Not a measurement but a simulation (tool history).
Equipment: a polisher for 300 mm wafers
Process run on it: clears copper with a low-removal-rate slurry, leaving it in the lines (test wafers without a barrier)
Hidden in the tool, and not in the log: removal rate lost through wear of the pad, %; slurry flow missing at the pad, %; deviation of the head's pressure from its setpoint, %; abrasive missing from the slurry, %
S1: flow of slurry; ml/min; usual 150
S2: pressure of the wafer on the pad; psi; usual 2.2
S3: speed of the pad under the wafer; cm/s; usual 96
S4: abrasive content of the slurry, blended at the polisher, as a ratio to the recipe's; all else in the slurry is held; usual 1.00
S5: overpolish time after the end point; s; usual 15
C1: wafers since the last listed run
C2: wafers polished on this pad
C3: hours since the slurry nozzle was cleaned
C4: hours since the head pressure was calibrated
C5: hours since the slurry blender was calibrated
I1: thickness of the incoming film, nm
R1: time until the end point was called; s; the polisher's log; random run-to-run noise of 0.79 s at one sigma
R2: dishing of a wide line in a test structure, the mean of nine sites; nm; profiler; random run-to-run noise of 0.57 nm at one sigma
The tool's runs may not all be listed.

run    hour   S1   S2   S3    S4  S5    C1    C2     C3      C4     C5     I1     R1    R2
  1     0.0  150  2.2  112  1.00  15     0  1974   73.1   339.7  261.8  177.2   65.7  27.6
  2    67.6  150  2.2  112  1.00  15   386  2361  140.7   407.3  329.4  174.3   65.0  27.3
      120.0  -- worn pad replaced by a new one
  3   139.5  150  2.2   96  1.00  15   388   111  212.6   479.2  401.3  173.2   74.8  24.9
  4   205.9  150  2.2   96  1.00  15   380   491  279.0   545.6  467.7  174.5   77.7  23.1
  5   239.2  150  2.2   96  1.00  15   190   682  312.3   578.9  501.0  177.0   78.9  23.8
  6   269.7  150  2.2   96  1.00  15   174   856  342.8   609.4  531.5  173.1   78.4  23.5
      323.9  -- slurry blender recalibrated
  7   333.6  150  2.2   96  1.00  15   354  1211  406.7   673.3    9.7  175.4   75.5  23.9
  8   359.6  120  2.2   96  1.15  15   148  1360  432.7   699.3   35.7  172.9   77.3  24.6
  9   402.5  150  2.6   96  1.20  15   245  1605  475.6   742.2   78.6  173.8   64.9  27.4
      505.5  -- slurry nozzle cleaned
 10   578.1  150  2.2   96  0.90  15   999  2604   72.6   917.8  254.2  177.5   77.1  24.0
      589.4  -- head pressure recalibrated
 11   617.2  185  3.0   96  1.00  15   212  2817  111.7    27.8  293.3  175.3   57.9  32.9
      627.0  -- worn pad replaced by a new one
 12   707.1  110  2.2   96  1.00  12   491   458  201.6   117.7  383.2  172.4   78.9  19.5
      813.9  -- slurry blender recalibrated
 13   892.9  185  2.2   96  1.00   9  1051  1510  387.4   303.5   79.0  173.5   74.5  15.8
 14   940.5  150  2.2   96  1.00  15   272  1782  435.0   351.1  126.6  174.4   76.3  24.3
      973.0  -- slurry nozzle cleaned
 15  1008.0  150  2.2   96  1.10  17   380  2163   35.0   418.6  194.1  176.0   74.3  27.7
 16  1038.3  150  2.2   96  1.00  15   173  2336   65.3   448.9  224.4  175.8   75.7  24.4
     1155.6  -- worn pad replaced by a new one
 17  1250.6  115  2.2   62  0.85  21  1192   543  277.6   661.2  436.7  176.0  127.9  20.7
 18  1296.2  185  2.7   96  0.85  24   260   804  323.2   706.8  482.3  175.7   67.4  39.8
 19  1359.3  135  2.2  106  0.80  15   361  1165  386.3   769.9  545.4  173.1   75.1  23.1
     1375.3  -- slurry blender recalibrated
 20  1385.3  150  1.7   96  1.00   7   137  1303  412.3   795.9   10.0  176.5   95.1  10.2
     1454.7  -- slurry nozzle cleaned
 21  1544.7  110  2.6   96  1.00  17   906  2209   90.0   955.3  169.4  177.5   68.2  31.8
 22  1572.4  150  2.4   96  1.15  15   158  2368  117.7   983.0  197.1  175.9   68.7  27.3
     1635.2  -- worn pad replaced by a new one
 23  1635.7  165  2.2   96  1.00  15   339     3  181.0  1046.3  260.4  177.8   76.4  24.5
 24  1680.6  150  2.2   96  1.00  15   256   260  225.9  1091.2  305.3  178.4   77.0  24.6
     1726.7  -- head pressure recalibrated
 25  1740.4  110  2.2   96  1.00  15   330   590  285.7    13.7  365.1  173.3   78.6  23.9

What does the tool deliver on the next run?
 26  1764.6  135  2.2  96  1.25  15  138  729  309.9  37.9  389.3  174.7   ?   ?

{"run 26": {"R1": 76.4, "R2": 25.8}}
Were there no unlogged condition in the tool, this run, its random variation unchanged, would have produced R1 72.9 s, R2 26.9 nm.

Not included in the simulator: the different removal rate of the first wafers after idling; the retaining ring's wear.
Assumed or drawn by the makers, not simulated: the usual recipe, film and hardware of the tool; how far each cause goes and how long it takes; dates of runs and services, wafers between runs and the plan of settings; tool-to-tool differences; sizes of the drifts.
